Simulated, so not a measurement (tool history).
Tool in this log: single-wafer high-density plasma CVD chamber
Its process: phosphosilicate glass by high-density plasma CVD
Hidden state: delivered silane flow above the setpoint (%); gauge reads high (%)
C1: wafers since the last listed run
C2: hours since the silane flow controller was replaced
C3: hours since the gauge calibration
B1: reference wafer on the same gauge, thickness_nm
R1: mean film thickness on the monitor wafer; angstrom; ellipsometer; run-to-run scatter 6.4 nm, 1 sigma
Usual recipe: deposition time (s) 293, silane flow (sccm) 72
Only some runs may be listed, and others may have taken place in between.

Run 1, day 0.000: usual settings; C1 0; C2 1343.7; C3 1527.5; B1 2201.118. Result: R1 21168.17 angstrom.
Run 2, day 2.875: usual settings; C1 555; C2 1412.7; C3 1596.5; B1 2200.452. Result: R1 21240.15 angstrom.
Run 3, day 4.933: usual settings; C1 397; C2 1462.1; C3 1645.9; B1 2199.889. Result: R1 21231.51 angstrom.
Run 4, day 7.783: usual settings; C1 550; C2 1530.5; C3 1714.3; B1 2199.801. Result: R1 21094.44 angstrom.
Run 5, day 9.817: usual settings; C1 392; C2 1579.3; C3 1763.1; B1 2202.065. Result: R1 21233.11 angstrom.
Run 6, day 12.462: usual settings; C1 510; C2 1642.8; C3 1826.6; B1 2201.254. Result: R1 21023.23 angstrom.
Run 7, day 16.762: usual settings; C1 830; C2 1746.0; C3 1929.8; B1 2201.253. Result: R1 21093.78 angstrom.
Run 8, day 20.729: usual settings; C1 766; C2 1841.2; C3 2025.0; B1 2200.018. Result: R1 21023.84 angstrom.
Run 9, day 24.512: usual settings; C1 730; C2 1932.0; C3 2115.8; B1 2199.953. Result: R1 20963.58 angstrom.
Run 10, day 26.579: usual settings; C1 399; C2 1981.6; C3 2165.4; B1 2200.821. Result: R1 21107.90 angstrom.
Run 11, day 31.175: usual settings but deposition time (s) 274, silane flow (sccm) 77; C1 887; C2 2091.9; C3 2275.7; B1 2199.544. Result: R1 20979.87 angstrom.
Run 12, day 32.962: usual settings but deposition time (s) 274, silane flow (sccm) 77; C1 345; C2 2134.8; C3 2318.6; B1 2200.733. Result: R1 20927.20 angstrom.
Run 13, day 37.367: usual settings; C1 850; C2 2240.5; C3 2424.3; B1 2198.840. Result: R1 21030.38 angstrom.
Run 14, day 41.658: usual settings; C1 828; C2 2343.5; C3 2527.3; B1 2200.333. Result: R1 21029.33 angstrom.
Run 15, day 44.167: usual settings; C1 484; C2 2403.7; C3 2587.5; B1 2201.770. Result: R1 20989.21 angstrom.
Run 16, day 48.221: usual settings; C1 782; C2 2501.0; C3 2684.8; B1 2200.574. Result: R1 20873.31 angstrom.
Run 17, day 60.004: usual settings but deposition time (s) 269, silane flow (sccm) 68; C1 2275; C2 2783.8; C3 2967.6; B1 2199.964. Result: R1 18083.30 angstrom.
Run 18, day 64.242: usual settings but deposition time (s) 269, silane flow (sccm) 68; C1 818; C2 2885.5; C3 3069.3; B1 2201.161. Result: R1 18107.63 angstrom.
Run 19, day 68.588: usual settings but deposition time (s) 269, silane flow (sccm) 68; C1 839; C2 2989.8; C3 3173.6; B1 2201.403. Result: R1 18102.52 angstrom.
Run 20, day 72.458: usual settings; C1 747; C2 3082.7; C3 3266.5; B1 2201.176. Result: R1 20722.15 angstrom.
Run 21, day 74.054: usual settings; C1 308; C2 3121.0; C3 3304.8; B1 2199.783. Result: R1 20773.05 angstrom.
Run 22, day 76.283: usual settings; C1 430; C2 3174.5; C3 3358.3; B1 2200.583. Result: R1 20814.91 angstrom.
Run 23, day 80.354: usual settings; C1 786; C2 3272.2; C3 3456.0; B1 2201.244. Result: R1 20813.95 angstrom.
Run 24, day 84.175: usual settings but deposition time (s) 249, silane flow (sccm) 65; C1 737; C2 3363.9; C3 3547.7; B1 2199.585. Result: R1 15909.53 angstrom.
Run 25, day 87.071: usual settings but deposition time (s) 255; C1 559; C2 3433.4; C3 3617.2; B1 2199.855. Result: R1 18049.57 angstrom.
At day 88.083: silane flow controller replaced.
Run 26, day 89.521: usual settings; C1 408; C2 34.5; C3 3676.0; B1 2200.955. Result: R1 20096.45 angstrom.
Run 27, day 91.246: usual settings but deposition time (s) 240, silane flow (sccm) 83; C1 333; C2 75.9; C3 3717.4; B1 2199.998. Result: R1 19195.83 angstrom.
Run 28, day 94.633: usual settings but deposition time (s) 276, silane flow (sccm) 84; C1 654; C2 157.2; C3 3798.7; B1 2199.203. Result: R1 22198.67 angstrom.
Run 29, day 97.062: usual settings but deposition time (s) 350, silane flow (sccm) 86; C1 469; C2 215.5; C3 3857.0; B1 2198.879. Result: R1 28832.97 angstrom.
Run 30, day 100.825: usual settings; C1 726; C2 305.8; C3 3947.3; B1 2200.201. Result: R1 20227.58 angstrom.
Run 31, day 102.546: usual settings but deposition time (s) 246; C1 332; C2 347.1; C3 3988.6; B1 2197.809. Result: R1 17011.21 angstrom.
At day 106.129: gauge calibrated.
Run 32, day 106.221: usual settings but deposition time (s) 273; C1 709; C2 435.3; C3 2.2; B1 2199.256. Result: R1 18848.83 angstrom.

Forecast run 33:
Run 33, day 108.317: usual settings but deposition time (s) 261, silane flow (sccm) 64; C1 404; C2 485.6; C3 52.5; B1 ?. Result: R1 ?.

Run 33 gave B1 2199.912, R1 15978.88 angstrom.
Without the tool's hidden state the same run would have given R1 16981.08 angstrom.

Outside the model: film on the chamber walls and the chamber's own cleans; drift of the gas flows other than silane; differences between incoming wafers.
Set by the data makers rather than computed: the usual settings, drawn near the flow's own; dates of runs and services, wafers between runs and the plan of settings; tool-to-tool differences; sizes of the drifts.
